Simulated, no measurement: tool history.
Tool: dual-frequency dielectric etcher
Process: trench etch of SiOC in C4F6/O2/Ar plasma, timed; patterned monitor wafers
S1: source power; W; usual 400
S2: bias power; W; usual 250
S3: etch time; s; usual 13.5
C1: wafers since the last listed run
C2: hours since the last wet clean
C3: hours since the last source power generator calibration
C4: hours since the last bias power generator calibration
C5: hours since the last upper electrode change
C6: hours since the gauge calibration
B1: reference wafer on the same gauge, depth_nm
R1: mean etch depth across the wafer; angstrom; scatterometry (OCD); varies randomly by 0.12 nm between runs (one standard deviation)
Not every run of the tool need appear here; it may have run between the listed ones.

run	hour	S1	S2	S3	C1	C2	C3	C4	C5	C6	B1	R1
1	0.0	400	250	13.5	0	559.5	947.6	2811.3	2899.0	1457.7	26.50	298.0
2	52.2	400	250	13.5	853	611.7	999.8	2863.5	2951.2	1509.9	26.50	297.5
# hour 88.8: wet clean of the chamber
3	96.4	400	250	13.5	330	7.6	1044.0	2907.7	2995.4	1554.1	26.51	311.2
4	125.4	400	250	13.5	473	36.6	1073.0	2936.7	3024.4	1583.1	26.50	311.1
5	155.3	400	250	13.5	488	66.5	1102.9	2966.6	3054.3	1613.0	26.53	311.7
6	217.5	400	250	13.5	1016	128.7	1165.1	3028.8	3116.5	1675.2	26.50	305.8
7	262.7	400	250	13.5	738	173.9	1210.3	3074.0	3161.7	1720.4	26.50	307.2
# hour 287.6: bias power generator calibrated
8	416.1	400	250	13.5	2441	327.3	1363.7	128.5	3315.1	1873.8	26.50	302.3
9	452.6	400	206	11.5	596	363.8	1400.2	165.0	3351.6	1910.3	26.52	240.8
10	484.1	400	206	11.5	514	395.3	1431.7	196.5	3383.1	1941.8	26.50	241.0
11	512.9	350	286	17.0	470	424.1	1460.5	225.3	3411.9	1970.6	26.49	374.7
12	552.2	400	250	13.5	642	463.4	1499.8	264.6	3451.2	2009.9	26.50	296.8
# hour 595.8: gauge calibrated
# hour 609.4: upper electrode replaced
13	609.9	400	215	13.5	550	521.1	1557.5	322.3	0.5	14.1	26.51	281.6
14	652.6	400	250	13.5	697	563.8	1600.2	365.0	43.2	56.8	26.50	294.8
# hour 698.8: wet clean of the chamber
15	709.4	400	212	11.0	536	10.6	1657.0	421.8	100.0	113.6	26.50	240.2
# hour 755.6: source power generator calibrated
16	775.3	400	250	13.5	1011	76.5	19.7	487.7	165.9	179.5	26.51	316.7
17	812.3	360	303	11.0	604	113.5	56.7	524.7	202.9	216.5	26.49	261.5
18	877.1	400	222	15.5	1059	178.3	121.5	589.5	267.7	281.3	26.49	345.3
19	916.8	400	250	13.5	648	218.0	161.2	629.2	307.4	321.0	26.51	311.8
20	954.9	350	286	17.0	622	256.1	199.3	667.3	345.5	359.1	26.51	387.1
21	982.2	400	250	13.5	446	283.4	226.6	694.6	372.8	386.4	26.50	308.6
22	1050.0	360	219	11.5	1108	351.2	294.4	762.4	440.6	454.2	26.51	240.2
23	1077.4	400	250	13.5	447	378.6	321.8	789.8	468.0	481.6	26.49	306.3
24	1105.8	490	277	12.0	464	407.0	350.2	818.2	496.4	510.0	26.50	301.8
25	1174.7	400	250	13.5	1126	475.9	419.1	887.1	565.3	578.9	26.50	304.9
26	1207.9	330	250	10.5	542	509.1	452.3	920.3	598.5	612.1	26.52	219.4
27	1279.3	490	227	10.0	1166	580.5	523.7	991.7	669.9	683.5	26.50	234.9
28	1326.3	450	276	16.0	768	627.5	570.7	1038.7	716.9	730.5	26.51	384.5
# hour 1359.6: wet clean of the chamber
29	1371.2	400	250	15.5	341	11.6	615.6	1083.6	761.8	775.4	26.50	360.6
30	1416.5	370	217	11.0	740	56.9	660.9	1128.9	807.1	820.7	26.51	234.9
31	1469.5	400	250	13.5	866	109.9	713.9	1181.9	860.1	873.7	26.50	312.6

3 options for the next run, each taken on its own from the tool as it stands now. Forecast them:
A	1469.9	400	283	13.5	6	110.3	714.3	1182.3	860.5	874.1	?	?
B	1469.9	360	227	11.5	6	110.3	714.3	1182.3	860.5	874.1	?	?
C	1469.9	400	214	17.0	6	110.3	714.3	1182.3	860.5	874.1	?	?

run	B1	R1
A	26.48	323.0
B	26.48	246.8
C	26.48	373.1
What these runs would have given with no unlogged condition in the tool:
run	R1
A	328.7
B	251.1
C	379.6
